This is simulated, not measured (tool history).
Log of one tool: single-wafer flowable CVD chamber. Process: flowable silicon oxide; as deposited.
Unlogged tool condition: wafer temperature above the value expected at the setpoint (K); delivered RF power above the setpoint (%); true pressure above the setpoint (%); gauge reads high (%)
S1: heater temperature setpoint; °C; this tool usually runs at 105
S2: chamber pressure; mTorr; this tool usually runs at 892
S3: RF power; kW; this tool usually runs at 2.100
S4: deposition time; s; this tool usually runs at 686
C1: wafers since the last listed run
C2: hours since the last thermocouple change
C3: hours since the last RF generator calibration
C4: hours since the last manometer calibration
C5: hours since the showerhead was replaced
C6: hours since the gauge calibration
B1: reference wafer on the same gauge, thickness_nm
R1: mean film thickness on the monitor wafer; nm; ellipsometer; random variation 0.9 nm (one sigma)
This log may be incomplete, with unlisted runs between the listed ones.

{"run": 1, "hour": 0.0, "S1": 105, "S2": 892, "S3": 1.835, "S4": 625, "C1": 0, "C2": 638.3, "C3": 1231.7, "C4": 1031.1, "C5": 978.4, "C6": 1067.8, "B1": 426.866, "R1": 320.779}
{"run": 2, "hour": 52.8, "S1": 105, "S2": 892, "S3": 1.835, "S4": 625, "C1": 168, "C2": 691.1, "C3": 1284.5, "C4": 1083.9, "C5": 1031.2, "C6": 1120.6, "B1": 426.713, "R1": 318.428}
{"run": 3, "hour": 127.0, "S1": 105, "S2": 892, "S3": 2.1, "S4": 582, "C1": 237, "C2": 765.3, "C3": 1358.7, "C4": 1158.1, "C5": 1105.4, "C6": 1194.8, "B1": 426.449, "R1": 316.662}
{"run": 4, "hour": 233.8, "S1": 105, "S2": 892, "S3": 2.1, "S4": 582, "C1": 341, "C2": 872.1, "C3": 1465.5, "C4": 1264.9, "C5": 1212.2, "C6": 1301.6, "B1": 426.935, "R1": 315.955}
{"run": 5, "hour": 281.6, "S1": 105, "S2": 892, "S3": 2.1, "S4": 582, "C1": 152, "C2": 919.9, "C3": 1513.3, "C4": 1312.7, "C5": 1260.0, "C6": 1349.4, "B1": 427.176, "R1": 315.105}
{"run": 6, "hour": 388.3, "S1": 105, "S2": 814, "S3": 1.865, "S4": 686, "C1": 341, "C2": 1026.6, "C3": 1620.0, "C4": 1419.4, "C5": 1366.7, "C6": 1456.1, "B1": 426.979, "R1": 319.047}
{"run": 7, "hour": 465.5, "S1": 105, "S2": 814, "S3": 1.865, "S4": 686, "C1": 246, "C2": 1103.8, "C3": 1697.2, "C4": 1496.6, "C5": 1443.9, "C6": 1533.3, "B1": 427.284, "R1": 319.408}
{"run": 8, "hour": 563.7, "S1": 105, "S2": 892, "S3": 2.1, "S4": 686, "C1": 314, "C2": 1202.0, "C3": 1795.4, "C4": 1594.8, "C5": 1542.1, "C6": 1631.5, "B1": 427.187, "R1": 370.609}
{"run": 9, "hour": 670.7, "S1": 105, "S2": 892, "S3": 2.1, "S4": 686, "C1": 342, "C2": 1309.0, "C3": 1902.4, "C4": 1701.8, "C5": 1649.1, "C6": 1738.5, "B1": 427.1, "R1": 368.895}
{"hour": 733.5, "done": "thermocouple changed; heater temperature recalibrated"}
{"run": 10, "hour": 742.8, "S1": 105, "S2": 892, "S3": 2.1, "S4": 719, "C1": 205, "C2": 9.3, "C3": 1974.5, "C4": 1773.9, "C5": 1721.2, "C6": 1810.6, "B1": 427.323, "R1": 387.574}
{"hour": 834.8, "done": "RF generator calibrated"}
{"run": 11, "hour": 987.7, "S1": 105, "S2": 892, "S3": 2.1, "S4": 719, "C1": 757, "C2": 254.2, "C3": 152.9, "C4": 2018.8, "C5": 1966.1, "C6": 2055.5, "B1": 427.241, "R1": 393.42}
{"run": 12, "hour": 1290.2, "S1": 105, "S2": 892, "S3": 2.1, "S4": 686, "C1": 967, "C2": 556.7, "C3": 455.4, "C4": 2321.3, "C5": 2268.6, "C6": 2358.0, "B1": 427.198, "R1": 375.021}
{"hour": 1376.4, "done": "capacitance manometer re-zeroed and calibrated"}
{"run": 13, "hour": 1376.9, "S1": 105, "S2": 892, "S3": 2.1, "S4": 686, "C1": 251, "C2": 643.4, "C3": 542.1, "C4": 0.5, "C5": 2355.3, "C6": 2444.7, "B1": 426.861, "R1": 378.782}
{"run": 14, "hour": 1459.7, "S1": 98, "S2": 892, "S3": 2.1, "S4": 686, "C1": 264, "C2": 726.2, "C3": 624.9, "C4": 83.3, "C5": 2438.1, "C6": 2527.5, "B1": 427.109, "R1": 493.068}
{"run": 15, "hour": 1507.4, "S1": 115, "S2": 1037, "S3": 1.9, "S4": 798, "C1": 152, "C2": 773.9, "C3": 672.6, "C4": 131.0, "C5": 2485.8, "C6": 2575.2, "B1": 427.258, "R1": 340.359}
{"hour": 1568.1, "done": "gauge calibrated"}
{"run": 16, "hour": 1584.8, "S1": 112, "S2": 892, "S3": 2.39, "S4": 686, "C1": 247, "C2": 851.3, "C3": 750.0, "C4": 208.4, "C5": 2563.2, "C6": 16.7, "B1": 426.625, "R1": 301.406}
{"run": 17, "hour": 1680.2, "S1": 105, "S2": 892, "S3": 2.1, "S4": 686, "C1": 305, "C2": 946.7, "C3": 845.4, "C4": 303.8, "C5": 2658.6, "C6": 112.1, "B1": 426.675, "R1": 375.751}
{"run": 18, "hour": 1765.7, "S1": 109, "S2": 766, "S3": 2.47, "S4": 794, "C1": 273, "C2": 1032.2, "C3": 930.9, "C4": 389.3, "C5": 2744.1, "C6": 197.6, "B1": 426.858, "R1": 335.085}
{"hour": 1801.0, "done": "showerhead replaced"}
{"run": 19, "hour": 1872.6, "S1": 110, "S2": 892, "S3": 1.82, "S4": 634, "C1": 316, "C2": 1139.1, "C3": 1037.8, "C4": 496.2, "C5": 71.6, "C6": 304.5, "B1": 426.874, "R1": 268.889}
{"run": 20, "hour": 1979.2, "S1": 105, "S2": 892, "S3": 2.1, "S4": 719, "C1": 340, "C2": 1245.7, "C3": 1144.4, "C4": 602.8, "C5": 178.2, "C6": 411.1, "B1": 426.769, "R1": 391.24}
{"hour": 2048.8, "done": "thermocouple changed; heater temperature recalibrated"}
{"run": 21, "hour": 2080.2, "S1": 105, "S2": 892, "S3": 2.45, "S4": 686, "C1": 297, "C2": 31.4, "C3": 1245.4, "C4": 703.8, "C5": 279.2, "C6": 512.1, "B1": 426.906, "R1": 388.768}
{"run": 22, "hour": 2167.5, "S1": 116, "S2": 1107, "S3": 2.395, "S4": 615, "C1": 279, "C2": 118.7, "C3": 1332.7, "C4": 791.1, "C5": 366.5, "C6": 599.4, "B1": 426.873, "R1": 289.327}
{"run": 23, "hour": 2215.2, "S1": 94, "S2": 892, "S3": 2.1, "S4": 567, "C1": 152, "C2": 166.4, "C3": 1380.4, "C4": 838.8, "C5": 414.2, "C6": 647.1, "B1": 427.14, "R1": 469.505}
{"run": 24, "hour": 2283.2, "S1": 97, "S2": 995, "S3": 1.875, "S4": 686, "C1": 217, "C2": 234.4, "C3": 1448.4, "C4": 906.8, "C5": 482.2, "C6": 715.1, "B1": 426.936, "R1": 535.428}
{"run": 25, "hour": 2327.8, "S1": 116, "S2": 951, "S3": 2.1, "S4": 785, "C1": 142, "C2": 279.0, "C3": 1493.0, "C4": 951.4, "C5": 526.8, "C6": 759.7, "B1": 427.171, "R1": 303.704}
{"run": 26, "hour": 2383.9, "S1": 113, "S2": 757, "S3": 1.685, "S4": 766, "C1": 179, "C2": 335.1, "C3": 1549.1, "C4": 1007.5, "C5": 582.9, "C6": 815.8, "B1": 427.057, "R1": 231.024}

Consider 5 possible next runs. They are alternatives, not a sequence: every one starts from the tool as it was left by run 26. What does each give?
{"run": "A", "hour": 2384.5, "S1": 105, "S2": 892, "S3": 2.1, "S4": 686, "C1": 1, "C2": 335.7, "C3": 1549.7, "C4": 1008.1, "C5": 583.5, "C6": 816.4, "B1": "?", "R1": "?"}
{"run": "B", "hour": 2384.5, "S1": 105, "S2": 892, "S3": 2.33, "S4": 686, "C1": 1, "C2": 335.7, "C3": 1549.7, "C4": 1008.1, "C5": 583.5, "C6": 816.4, "B1": "?", "R1": "?"}
{"run": "C", "hour": 2384.5, "S1": 105, "S2": 963, "S3": 2.1, "S4": 735, "C1": 1, "C2": 335.7, "C3": 1549.7, "C4": 1008.1, "C5": 583.5, "C6": 816.4, "B1": "?", "R1": "?"}
{"run": "D", "hour": 2384.5, "S1": 92, "S2": 821, "S3": 2.1, "S4": 686, "C1": 1, "C2": 335.7, "C3": 1549.7, "C4": 1008.1, "C5": 583.5, "C6": 816.4, "B1": "?", "R1": "?"}
{"run": "E", "hour": 2384.5, "S1": 105, "S2": 892, "S3": 2.1, "S4": 735, "C1": 1, "C2": 335.7, "C3": 1549.7, "C4": 1008.1, "C5": 583.5, "C6": 816.4, "B1": "?", "R1": "?"}

run=A B1=427.228 R1=369.711
run=B B1=427.228 R1=381.929
run=C B1=427.228 R1=427.425
run=D B1=427.228 R1=556.765
run=E B1=427.228 R1=396.119
Without the tool's hidden state the same runs would have given:
run=A R1=381.007
run=B R1=391.178
run=C R1=440.485
run=D R1=574.040
run=E R1=408.222
